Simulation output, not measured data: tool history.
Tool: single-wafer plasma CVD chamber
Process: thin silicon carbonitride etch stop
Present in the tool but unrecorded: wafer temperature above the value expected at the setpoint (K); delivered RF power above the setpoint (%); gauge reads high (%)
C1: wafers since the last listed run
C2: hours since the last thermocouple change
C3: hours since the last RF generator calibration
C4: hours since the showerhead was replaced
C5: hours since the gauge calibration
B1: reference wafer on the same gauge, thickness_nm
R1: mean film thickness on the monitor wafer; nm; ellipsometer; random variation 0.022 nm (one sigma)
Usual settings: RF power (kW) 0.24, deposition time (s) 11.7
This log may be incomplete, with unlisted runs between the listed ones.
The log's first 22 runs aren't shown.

run 23 day=69.383 | RF_power_(kW)=0.24 deposition_time_(s)=12.8 | C1=2172 C2=736.9 C3=1668.2 C4=876.4 C5=1005.1 | B1=8.015 | R1=7.404
-- day=71.458 RF generator calibrated
run 24 day=72.667 | RF_power_(kW)=0.24 deposition_time_(s)=11.7 | C1=1809 C2=815.7 C3=29 C4=955.2 C5=1083.9 | B1=8.008 | R1=6.866
run 25 day=75.45 | RF_power_(kW)=0.225 deposition_time_(s)=9.7 | C1=1707 C2=882.5 C3=95.8 C4=1022 C5=1150.7 | B1=8.001 | R1=5.576
run 26 day=78.196 | RF_power_(kW)=0.26 deposition_time_(s)=10.9 | C1=1684 C2=948.4 C3=161.7 C4=1087.9 C5=1216.6 | B1=8.014 | R1=6.519
run 27 day=81.792 | RF_power_(kW)=0.195 deposition_time_(s)=12.8 | C1=2206 C2=1034.7 C3=248 C4=1174.2 C5=1302.9 | B1=8.007 | R1=7.215
run 28 day=84.675 | RF_power_(kW)=0.21 deposition_time_(s)=11.7 | C1=1768 C2=1103.9 C3=317.2 C4=1243.4 C5=1372.1 | B1=8.012 | R1=6.674
-- day=85.121 thermocouple changed; heater temperature recalibrated
run 29 day=86.75 | RF_power_(kW)=0.24 deposition_time_(s)=13.7 | C1=1068 C2=39.1 C3=367 C4=1293.2 C5=1421.9 | B1=8.009 | R1=8.005
run 30 day=89.35 | RF_power_(kW)=0.24 deposition_time_(s)=10.9 | C1=1595 C2=101.5 C3=429.4 C4=1355.6 C5=1484.3 | B1=8.01 | R1=6.358
run 31 day=91.1 | RF_power_(kW)=0.24 deposition_time_(s)=11.7 | C1=1073 C2=143.5 C3=471.4 C4=1397.6 C5=1526.3 | B1=8.011 | R1=6.817
run 32 day=93.821 | RF_power_(kW)=0.27 deposition_time_(s)=13.4 | C1=1669 C2=208.8 C3=536.7 C4=1462.9 C5=1591.6 | B1=8.011 | R1=7.989
run 33 day=97.612 | RF_power_(kW)=0.24 deposition_time_(s)=10.7 | C1=2326 C2=299.8 C3=627.7 C4=1553.9 C5=1682.6 | B1=8.011 | R1=6.231
run 34 day=99.871 | RF_power_(kW)=0.26 deposition_time_(s)=11.7 | C1=1385 C2=354 C3=681.9 C4=1608.1 C5=1736.8 | B1=8.015 | R1=6.942
run 35 day=102.454 | RF_power_(kW)=0.28 deposition_time_(s)=11 | C1=1584 C2=416 C3=743.9 C4=1670.1 C5=1798.8 | B1=8.01 | R1=6.598

Each row is a separate what-if for the run after 35, all from the same tool condition, not one after another. Results?
run A day=102.471 | RF_power_(kW)=0.24 deposition_time_(s)=11.7 | C1=10 C2=416.4 C3=744.3 C4=1670.5 C5=1799.2 | B1=? | R1=?
run B day=102.471 | RF_power_(kW)=0.195 deposition_time_(s)=10 | C1=10 C2=416.4 C3=744.3 C4=1670.5 C5=1799.2 | B1=? | R1=?
run C day=102.471 | RF_power_(kW)=0.2 deposition_time_(s)=12.7 | C1=10 C2=416.4 C3=744.3 C4=1670.5 C5=1799.2 | B1=? | R1=?
run D day=102.471 | RF_power_(kW)=0.225 deposition_time_(s)=13.7 | C1=10 C2=416.4 C3=744.3 C4=1670.5 C5=1799.2 | B1=? | R1=?

run=A B1=8.012 R1=6.806
run=B B1=8.012 R1=5.592
run=C B1=8.012 R1=7.135
run=D B1=8.012 R1=7.87
With no hidden state in the tool, these same runs would have given:
run=A R1=6.878
run=B R1=5.652
run=C R1=7.211
run=D R1=7.953
